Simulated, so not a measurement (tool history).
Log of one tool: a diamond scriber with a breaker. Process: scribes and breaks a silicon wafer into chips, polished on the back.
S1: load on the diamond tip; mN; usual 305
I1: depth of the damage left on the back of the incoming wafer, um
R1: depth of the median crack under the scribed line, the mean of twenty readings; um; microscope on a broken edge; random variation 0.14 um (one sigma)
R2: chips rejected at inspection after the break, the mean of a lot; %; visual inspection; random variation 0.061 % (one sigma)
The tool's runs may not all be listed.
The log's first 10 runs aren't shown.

run,day,S1,I1,R1,R2
11,6.438,305,0.02,11.41,5.19
12,8.062,305,0.04,11.46,5.23
13,8.800,332,0.01,12.45,3.41
14,9.462,305,0.01,11.67,5.32
15,9.900,305,0.03,11.38,5.67
16,10.379,305,0.03,11.53,5.19
# day 10.962: load on the tip recalibrated
17,10.983,237,0.02,9.18,17.81
18,11.354,265,0.04,10.23,11.54
19,11.788,276,0.01,10.65,9.30
20,12.525,305,0.03,11.53,5.31
21,13.079,381,0.04,14.14,1.79

The next listed run, before its measurement:
22,13.667,305,0.03,?,?

R1: 11.43 um
R2: 5.56 %
Without the tool's hidden state the same run would have given R1 13.82 um, R2 1.90 %.
